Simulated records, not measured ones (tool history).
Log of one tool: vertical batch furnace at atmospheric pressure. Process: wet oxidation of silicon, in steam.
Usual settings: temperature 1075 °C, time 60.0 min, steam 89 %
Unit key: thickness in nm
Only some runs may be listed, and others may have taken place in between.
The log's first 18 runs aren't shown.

run	hour	temperature	time	steam	read-back reference wafer on the same gauge, thickness	thickness
19	1462.1	1066	46.0	80	660.57	480.68
20	1541.8	1075	60.0	89	659.97	622.22
21	1601.3	1093	60.0	92	660.12	680.30
22	1692.5	1060	74.5	89	659.61	655.33
23	1755.2	1075	60.0	85	660.15	606.79
24	1834.4	1061	88.0	89	660.22	727.78
25	1940.9	1075	60.0	89	659.67	623.96
26	1981.6	1098	60.0	89	659.40	683.50
27	2062.5	1097	85.5	82	660.33	786.59
28	2108.2	1095	88.0	89	660.13	839.14
29	2169.0	1075	37.5	89	660.31	473.03
30	2211.3	1088	35.0	95	660.39	499.03
31	2248.8	1083	37.0	89	660.09	487.41
32	2322.3	1067	60.0	81	659.49	568.99
33	2427.5	1091	41.5	89	659.64	537.46
34	2504.2	1075	60.0	89	660.08	617.08
35	2576.1	1053	60.0	80	659.60	522.18
36	2633.5	1066	73.0	97	660.00	704.60
37	2726.3	1061	85.0	89	659.84	710.77
38	2821.7	1084	50.0	94	659.74	597.11
39	2877.5	1075	60.0	89	659.30	622.79

Alternative continuations, all from the tool just after run 39; predict every row:
A	2881.4	1075	60.0	82	?	?
B	2881.4	1056	60.0	77	?	?
C	2881.4	1060	50.5	80	?	?

run	read-back reference wafer on the same gauge, thickness	thickness
A	659.93	593.59
B	659.93	520.80
C	659.93	490.29
Take away the tool's hidden state, keep each run's random variation, and the runs would have read:
run	thickness
A	594.85
B	521.31
C	490.72
